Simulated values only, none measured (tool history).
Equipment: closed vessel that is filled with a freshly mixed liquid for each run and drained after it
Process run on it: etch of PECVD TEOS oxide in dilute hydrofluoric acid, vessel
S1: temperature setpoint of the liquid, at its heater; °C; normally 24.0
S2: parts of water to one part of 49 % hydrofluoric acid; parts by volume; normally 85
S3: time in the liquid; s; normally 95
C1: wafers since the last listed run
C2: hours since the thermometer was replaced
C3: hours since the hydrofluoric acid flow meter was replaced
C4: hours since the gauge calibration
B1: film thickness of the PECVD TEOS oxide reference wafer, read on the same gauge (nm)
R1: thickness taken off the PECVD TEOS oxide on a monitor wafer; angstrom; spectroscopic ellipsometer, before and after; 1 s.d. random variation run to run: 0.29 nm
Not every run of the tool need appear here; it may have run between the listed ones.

run,hour,S1,S2,S3,C1,C2,C3,C4,B1,R1
1,0.0,24.0,85,95,0,838.5,121.0,134.5,100.00,298.5
2,59.8,24.0,85,95,6086,898.3,180.8,194.3,100.01,297.5
3,134.3,24.0,85,95,7583,972.8,255.3,268.8,100.01,293.3
4,217.5,24.0,85,95,8468,1056.0,338.5,352.0,100.00,289.2
5,256.1,24.0,85,95,3928,1094.6,377.1,390.6,100.02,287.0
6,338.4,24.0,85,95,8376,1176.9,459.4,472.9,100.04,287.0
7,376.7,24.0,85,70,3898,1215.2,497.7,511.2,99.99,210.9
# hour 462.8: thermometer replaced
8,677.5,24.0,85,70,30515,214.7,798.5,812.0,99.99,202.7
# hour 696.3: hydrofluoric acid flow meter replaced
9,718.6,21.5,60,125,4081,255.8,22.3,853.1,99.99,523.7
10,767.3,28.0,45,140,4956,304.5,71.0,901.8,99.98,1029.3
11,863.6,24.0,85,95,9801,400.8,167.3,998.1,100.03,297.3
# hour 868.0: gauge calibrated
12,954.5,24.0,85,50,9252,491.7,258.2,86.5,100.00,150.6
13,1038.9,24.0,100,125,8590,576.1,342.6,170.9,99.98,313.5
14,1121.4,24.0,115,95,8397,658.6,425.1,253.4,99.99,200.1
15,1204.8,26.5,105,140,8488,742.0,508.5,336.8,100.00,356.7
16,1301.7,24.0,85,95,9863,838.9,605.4,433.7,100.01,275.7

Forecast each of these 3 alternatives for the next run:
A,1302.4,24.0,45,95,71,839.6,606.1,434.4,?,?
B,1302.4,20.5,45,95,71,839.6,606.1,434.4,?,?
C,1302.4,24.0,85,130,71,839.6,606.1,434.4,?,?

run,B1,R1
A,99.99,539.6
B,99.99,466.2
C,99.99,369.4
What these runs would have given with no unlogged condition in the tool:
run,R1
A,599.0
B,517.3
C,412.0
